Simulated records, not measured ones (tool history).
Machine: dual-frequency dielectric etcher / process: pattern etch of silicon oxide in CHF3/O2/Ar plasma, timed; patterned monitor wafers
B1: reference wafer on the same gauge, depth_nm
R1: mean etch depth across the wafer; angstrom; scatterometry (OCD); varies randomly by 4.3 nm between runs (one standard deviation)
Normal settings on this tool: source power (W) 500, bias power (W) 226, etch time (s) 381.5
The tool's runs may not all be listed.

{"run": 1, "hour": 0.0, "source power (W)": 500, "bias power (W)": 226, "etch time (s)": 381.5, "B1": 673, "R1": 6977}
{"run": 2, "hour": 53.9, "source power (W)": 500, "bias power (W)": 226, "etch time (s)": 381.5, "B1": 673, "R1": 6956}
{"run": 3, "hour": 110.5, "source power (W)": 500, "bias power (W)": 226, "etch time (s)": 381.5, "B1": 675.9, "R1": 6986}
{"hour": 116.3, "done": "gauge calibrated"}
{"hour": 220.8, "done": "wet clean of the chamber"}
{"run": 4, "hour": 221.3, "source power (W)": 420, "bias power (W)": 226, "etch time (s)": 381.5, "B1": 673.6, "R1": 6577}
{"run": 5, "hour": 363.3, "source power (W)": 420, "bias power (W)": 226, "etch time (s)": 381.5, "B1": 673.5, "R1": 6667}
{"run": 6, "hour": 415.2, "source power (W)": 420, "bias power (W)": 226, "etch time (s)": 381.5, "B1": 671.9, "R1": 6652}
{"run": 7, "hour": 497.9, "source power (W)": 500, "bias power (W)": 226, "etch time (s)": 381.5, "B1": 675.4, "R1": 7035}
{"run": 8, "hour": 602.7, "source power (W)": 500, "bias power (W)": 226, "etch time (s)": 381.5, "B1": 671.7, "R1": 7052}
{"hour": 659.3, "done": "wet clean of the chamber"}
{"hour": 691.3, "done": "bias power generator calibrated"}
{"run": 9, "hour": 694.7, "source power (W)": 500, "bias power (W)": 226, "etch time (s)": 381.5, "B1": 673.1, "R1": 6995}
{"hour": 759.1, "done": "source power generator calibrated"}
{"run": 10, "hour": 782.0, "source power (W)": 500, "bias power (W)": 226, "etch time (s)": 381.5, "B1": 670.9, "R1": 6940}
{"run": 11, "hour": 889.1, "source power (W)": 470, "bias power (W)": 188, "etch time (s)": 288.5, "B1": 673, "R1": 4928}
{"run": 12, "hour": 993.9, "source power (W)": 580, "bias power (W)": 226, "etch time (s)": 381.5, "B1": 672.8, "R1": 7324}
{"hour": 1086.4, "done": "gauge calibrated"}
{"hour": 1093.4, "done": "upper electrode replaced"}
{"hour": 1120.3, "done": "wet clean of the chamber"}
{"run": 13, "hour": 1120.8, "source power (W)": 500, "bias power (W)": 226, "etch time (s)": 381.5, "B1": 673.6, "R1": 6975}
{"run": 14, "hour": 1157.8, "source power (W)": 500, "bias power (W)": 278, "etch time (s)": 381.5, "B1": 675.4, "R1": 7429}
{"run": 15, "hour": 1263.8, "source power (W)": 560, "bias power (W)": 226, "etch time (s)": 351.5, "B1": 672.8, "R1": 6664}
{"run": 16, "hour": 1365.9, "source power (W)": 500, "bias power (W)": 226, "etch time (s)": 482, "B1": 672.7, "R1": 8819}
{"run": 17, "hour": 1424.1, "source power (W)": 440, "bias power (W)": 226, "etch time (s)": 381.5, "B1": 672.7, "R1": 6734}
{"run": 18, "hour": 1530.0, "source power (W)": 440, "bias power (W)": 247, "etch time (s)": 492, "B1": 674.4, "R1": 8913}

Alternative continuations, all from the tool just after run 18; predict every row:
{"run": "A", "hour": 1530.5, "source power (W)": 500, "bias power (W)": 226, "etch time (s)": 381.5, "B1": "?", "R1": "?"}
{"run": "B", "hour": 1530.5, "source power (W)": 500, "bias power (W)": 185, "etch time (s)": 325, "B1": "?", "R1": "?"}
{"run": "C", "hour": 1530.5, "source power (W)": 500, "bias power (W)": 226, "etch time (s)": 424.5, "B1": "?", "R1": "?"}

run=A B1=673 R1=6936
run=B B1=673 R1=5583
run=C B1=673 R1=7717
With the hidden condition removed and each run's random variation left untouched, the same runs would have given:
run=A R1=6936
run=B R1=5583
run=C R1=7717
